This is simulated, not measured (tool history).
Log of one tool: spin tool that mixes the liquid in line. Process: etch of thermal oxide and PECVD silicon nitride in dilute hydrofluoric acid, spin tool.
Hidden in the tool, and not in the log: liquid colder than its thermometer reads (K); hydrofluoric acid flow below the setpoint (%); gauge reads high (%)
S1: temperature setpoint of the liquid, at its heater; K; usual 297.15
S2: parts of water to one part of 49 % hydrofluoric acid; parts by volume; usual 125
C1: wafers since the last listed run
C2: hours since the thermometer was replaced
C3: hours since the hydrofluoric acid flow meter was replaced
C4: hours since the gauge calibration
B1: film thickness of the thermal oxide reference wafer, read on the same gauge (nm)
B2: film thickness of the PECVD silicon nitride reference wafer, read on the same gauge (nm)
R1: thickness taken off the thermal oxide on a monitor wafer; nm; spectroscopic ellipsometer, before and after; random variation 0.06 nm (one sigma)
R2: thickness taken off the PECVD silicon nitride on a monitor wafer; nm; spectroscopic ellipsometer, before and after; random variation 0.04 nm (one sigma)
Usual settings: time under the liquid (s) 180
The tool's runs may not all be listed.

run 1 hour=0 | S1=295.65 S2=125 time_under_the_liquid_(s)=180 | C1=0 C2=2020 C3=1524.7 C4=2276.6 | B1=130 B2=59.995 | R1=5.7 R2=3.719
-- hour=21.2 hydrofluoric acid flow meter replaced
run 2 hour=69.5 | S1=297.15 S2=125 time_under_the_liquid_(s)=180 | C1=609 C2=2089.5 C3=48.3 C4=2346.1 | B1=129.99 B2=59.987 | R1=6.16 R2=4.081
run 3 hour=132.2 | S1=297.15 S2=125 time_under_the_liquid_(s)=180 | C1=558 C2=2152.2 C3=111 C4=2408.8 | B1=130.01 B2=59.987 | R1=6.01 R2=4.063
-- hour=142.1 thermometer replaced
run 4 hour=167.7 | S1=297.15 S2=165 time_under_the_liquid_(s)=75 | C1=307 C2=25.6 C3=146.5 C4=2444.3 | B1=130 B2=60.014 | R1=2.04 R2=1.496
run 5 hour=204.5 | S1=297.15 S2=125 time_under_the_liquid_(s)=180 | C1=327 C2=62.4 C3=183.3 C4=2481.1 | B1=129.98 B2=59.996 | R1=6.62 R2=4.727
run 6 hour=257 | S1=294.15 S2=145 time_under_the_liquid_(s)=135 | C1=467 C2=114.9 C3=235.8 C4=2533.6 | B1=130 B2=60.001 | R1=3.71 R2=2.51
run 7 hour=288.7 | S1=301.15 S2=70 time_under_the_liquid_(s)=180 | C1=282 C2=146.6 C3=267.5 C4=2565.3 | B1=130.01 B2=59.986 | R1=14.56 R2=10.765
run 8 hour=313.3 | S1=297.15 S2=125 time_under_the_liquid_(s)=180 | C1=219 C2=171.2 C3=292.1 C4=2589.9 | B1=129.98 B2=59.983 | R1=6.62 R2=4.669
run 9 hour=383.1 | S1=300.15 S2=180 time_under_the_liquid_(s)=275 | C1=621 C2=241 C3=361.9 C4=2659.7 | B1=130 B2=59.991 | R1=7.28 R2=6.009
-- hour=422.4 gauge calibrated
run 10 hour=428.1 | S1=292.15 S2=125 time_under_the_liquid_(s)=180 | C1=400 C2=286 C3=406.9 C4=5.7 | B1=129.99 B2=59.994 | R1=5.31 R2=3.324
run 11 hour=494.3 | S1=297.15 S2=125 time_under_the_liquid_(s)=180 | C1=589 C2=352.2 C3=473.1 C4=71.9 | B1=130.01 B2=60.014 | R1=6.52 R2=4.623
run 12 hour=527.9 | S1=300.65 S2=125 time_under_the_liquid_(s)=270 | C1=299 C2=385.8 C3=506.7 C4=105.5 | B1=130.01 B2=59.981 | R1=11.22 R2=8.76
run 13 hour=571.6 | S1=297.15 S2=125 time_under_the_liquid_(s)=90 | C1=389 C2=429.5 C3=550.4 C4=149.2 | B1=129.98 B2=60 | R1=3.27 R2=2.313
run 14 hour=703.3 | S1=297.15 S2=80 time_under_the_liquid_(s)=180 | C1=1172 C2=561.2 C3=682.1 C4=280.9 | B1=129.99 B2=59.998 | R1=10.61 R2=7.103
run 15 hour=761.8 | S1=292.65 S2=170 time_under_the_liquid_(s)=90 | C1=520 C2=619.7 C3=740.6 C4=339.4 | B1=130.01 B2=59.984 | R1=1.87 R2=1.238
run 16 hour=818.2 | S1=301.15 S2=70 time_under_the_liquid_(s)=235 | C1=502 C2=676.1 C3=797 C4=395.8 | B1=129.99 B2=59.979 | R1=18.87 R2=13.719
run 17 hour=849.6 | S1=293.15 S2=110 time_under_the_liquid_(s)=215 | C1=279 C2=707.5 C3=828.4 C4=427.2 | B1=130 B2=59.999 | R1=7.5 R2=4.618
run 18 hour=874.2 | S1=295.65 S2=125 time_under_the_liquid_(s)=145 | C1=219 C2=732.1 C3=853 C4=451.8 | B1=130.03 B2=60 | R1=4.83 R2=3.3
run 19 hour=931.8 | S1=301.65 S2=125 time_under_the_liquid_(s)=180 | C1=512 C2=789.7 C3=910.6 C4=509.4 | B1=129.98 B2=59.995 | R1=7.58 R2=5.938
run 20 hour=991.9 | S1=297.15 S2=90 time_under_the_liquid_(s)=125 | C1=535 C2=849.8 C3=970.7 C4=569.5 | B1=130.02 B2=59.992 | R1=6.45 R2=4.23
run 21 hour=1061.4 | S1=297.15 S2=125 time_under_the_liquid_(s)=180 | C1=618 C2=919.3 C3=1040.2 C4=639 | B1=130 B2=60.017 | R1=6.38 R2=4.413
run 22 hour=1130.1 | S1=297.15 S2=125 time_under_the_liquid_(s)=85 | C1=611 C2=988 C3=1108.9 C4=707.7 | B1=130 B2=60.002 | R1=3.01 R2=2.088
run 23 hour=1158.5 | S1=294.65 S2=105 time_under_the_liquid_(s)=125 | C1=252 C2=1016.4 C3=1137.3 C4=736.1 | B1=130.01 B2=60.018 | R1=4.84 R2=3.055
run 24 hour=1187 | S1=297.15 S2=80 time_under_the_liquid_(s)=245 | C1=253 C2=1044.9 C3=1165.8 C4=764.6 | B1=129.98 B2=59.995 | R1=14.11 R2=9.239
run 25 hour=1247.6 | S1=297.15 S2=85 time_under_the_liquid_(s)=180 | C1=539 C2=1105.5 C3=1226.4 C4=825.2 | B1=130 B2=59.999 | R1=9.89 R2=6.427
run 26 hour=1312.1 | S1=294.65 S2=65 time_under_the_liquid_(s)=140 | C1=574 C2=1170 C3=1290.9 C4=889.7 | B1=130 B2=60.012 | R1=8.96 R2=5.368

Forecast each of these 4 alternatives for the next run:
run A hour=1312.6 | S1=300.15 S2=125 time_under_the_liquid_(s)=180 | C1=4 C2=1170.5 C3=1291.4 C4=890.2 | B1=? B2=? | R1=? R2=?
run B hour=1312.6 | S1=297.15 S2=125 time_under_the_liquid_(s)=290 | C1=4 C2=1170.5 C3=1291.4 C4=890.2 | B1=? B2=? | R1=? R2=?
run C hour=1312.6 | S1=293.15 S2=160 time_under_the_liquid_(s)=105 | C1=4 C2=1170.5 C3=1291.4 C4=890.2 | B1=? B2=? | R1=? R2=?
run D hour=1312.6 | S1=294.15 S2=180 time_under_the_liquid_(s)=80 | C1=4 C2=1170.5 C3=1291.4 C4=890.2 | B1=? B2=? | R1=? R2=?

run=A B1=130.03 B2=60.025 R1=7.01 R2=5.336
run=B B1=130.03 B2=60.025 R1=10.05 R2=7.067
run=C B1=130.03 B2=60.025 R1=2.34 R2=1.539
run=D B1=130.03 B2=60.025 R1=1.61 R2=1.119
Without the tool's hidden state the same runs would have given:
run=A R1=7.48 R2=5.945
run=B R1=10.74 R2=7.897
run=C R1=2.5 R2=1.724
run=D R1=1.72 R2=1.251
